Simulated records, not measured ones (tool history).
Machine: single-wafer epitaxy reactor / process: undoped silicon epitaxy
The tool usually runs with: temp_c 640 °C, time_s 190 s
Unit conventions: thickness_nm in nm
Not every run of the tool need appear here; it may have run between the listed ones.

run,day,temp_c,time_s,"read-back reference wafer on the same gauge, thickness_nm",thickness_nm
1,0.000,632,190,28.609,21.512
2,2.925,640,190,28.573,26.255
3,5.579,640,190,28.591,26.423
4,8.167,640,190,28.594,26.393
5,10.954,640,190,28.593,26.720
# day 11.883: gauge calibrated
6,12.829,640,190,28.602,26.260
7,15.288,640,190,28.627,26.645
8,18.279,640,190,28.603,26.358
9,20.425,629,209,28.634,22.152
# day 21.279: pyrometer calibrated
10,22.133,647,166,28.618,27.560

Run 11 comes next. What will it give?
11,23.604,633,206,?,?

Logged for run 11: read-back reference wafer on the same gauge, thickness_nm 28.603, thickness_nm 24.073 nm.
Minus the tool's unlogged condition, the same run would have read thickness_nm 24.073 nm.

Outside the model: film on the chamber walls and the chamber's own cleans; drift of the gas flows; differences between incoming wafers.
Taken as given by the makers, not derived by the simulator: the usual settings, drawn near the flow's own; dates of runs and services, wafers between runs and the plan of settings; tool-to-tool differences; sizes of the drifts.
